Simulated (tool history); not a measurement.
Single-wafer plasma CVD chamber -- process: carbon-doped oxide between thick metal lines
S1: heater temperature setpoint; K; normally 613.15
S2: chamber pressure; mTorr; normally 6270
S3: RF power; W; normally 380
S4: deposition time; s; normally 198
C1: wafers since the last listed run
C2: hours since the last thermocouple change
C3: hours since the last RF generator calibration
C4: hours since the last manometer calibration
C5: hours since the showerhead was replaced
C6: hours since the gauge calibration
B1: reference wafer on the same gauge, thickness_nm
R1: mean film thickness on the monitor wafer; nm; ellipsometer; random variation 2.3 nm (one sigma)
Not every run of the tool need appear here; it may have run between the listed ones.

run 1 hour=0.0 | S1=613.15 S2=6270 S3=405 S4=198 | C1=0 C2=804.0 C3=1996.9 C4=831.1 C5=7613.5 C6=169.7 | B1=727.391 | R1=826.119
run 2 hour=23.4 | S1=613.15 S2=6270 S3=405 S4=198 | C1=195 C2=827.4 C3=2020.3 C4=854.5 C5=7636.9 C6=193.1 | B1=727.288 | R1=828.073
run 3 hour=53.5 | S1=613.15 S2=6270 S3=405 S4=198 | C1=251 C2=857.5 C3=2050.4 C4=884.6 C5=7667.0 C6=223.2 | B1=728.127 | R1=828.443
run 4 hour=86.8 | S1=613.15 S2=6270 S3=380 S4=198 | C1=278 C2=890.8 C3=2083.7 C4=917.9 C5=7700.3 C6=256.5 | B1=728.233 | R1=804.082
run 5 hour=120.2 | S1=613.15 S2=6270 S3=380 S4=198 | C1=279 C2=924.2 C3=2117.1 C4=951.3 C5=7733.7 C6=289.9 | B1=727.719 | R1=801.349
run 6 hour=132.2 | S1=606.15 S2=6270 S3=380 S4=198 | C1=100 C2=936.2 C3=2129.1 C4=963.3 C5=7745.7 C6=301.9 | B1=728.237 | R1=818.403
run 7 hour=161.0 | S1=606.15 S2=6270 S3=380 S4=198 | C1=240 C2=965.0 C3=2157.9 C4=992.1 C5=7774.5 C6=330.7 | B1=728.237 | R1=811.867
run 8 hour=194.9 | S1=613.15 S2=6270 S3=380 S4=176 | C1=283 C2=998.9 C3=2191.8 C4=1026.0 C5=7808.4 C6=364.6 | B1=727.984 | R1=707.664
run 9 hour=230.2 | S1=613.15 S2=6270 S3=380 S4=176 | C1=295 C2=1034.2 C3=2227.1 C4=1061.3 C5=7843.7 C6=399.9 | B1=727.722 | R1=708.390
run 10 hour=251.8 | S1=613.15 S2=6270 S3=380 S4=176 | C1=180 C2=1055.8 C3=2248.7 C4=1082.9 C5=7865.3 C6=421.5 | B1=728.165 | R1=714.366
run 11 hour=287.6 | S1=613.15 S2=6270 S3=380 S4=198 | C1=299 C2=1091.6 C3=2284.5 C4=1118.7 C5=7901.1 C6=457.3 | B1=727.777 | R1=799.463
run 12 hour=318.3 | S1=613.15 S2=6270 S3=380 S4=198 | C1=256 C2=1122.3 C3=2315.2 C4=1149.4 C5=7931.8 C6=488.0 | B1=728.333 | R1=801.090
-- hour=360.5 thermocouple changed; heater temperature recalibrated
run 13 hour=361.0 | S1=613.15 S2=6270 S3=380 S4=198 | C1=290 C2=0.5 C3=2357.9 C4=1192.1 C5=7974.5 C6=530.7 | B1=728.788 | R1=809.665
run 14 hour=388.8 | S1=613.15 S2=6270 S3=380 S4=198 | C1=232 C2=28.3 C3=2385.7 C4=1219.9 C5=8002.3 C6=558.5 | B1=727.608 | R1=810.263

Run 15 is up next; what results do you expect?
-- hour=398.1 capacitance manometer re-zeroed and calibrated
run 15 hour=418.9 | S1=613.15 S2=6270 S3=425 S4=198 | C1=184 C2=58.4 C3=2415.8 C4=20.8 C5=8032.4 C6=588.6 | B1=? | R1=?

B1: 727.659
R1: 852.818 nm
Without the tool's hidden state the same run would have given R1 853.705 nm.
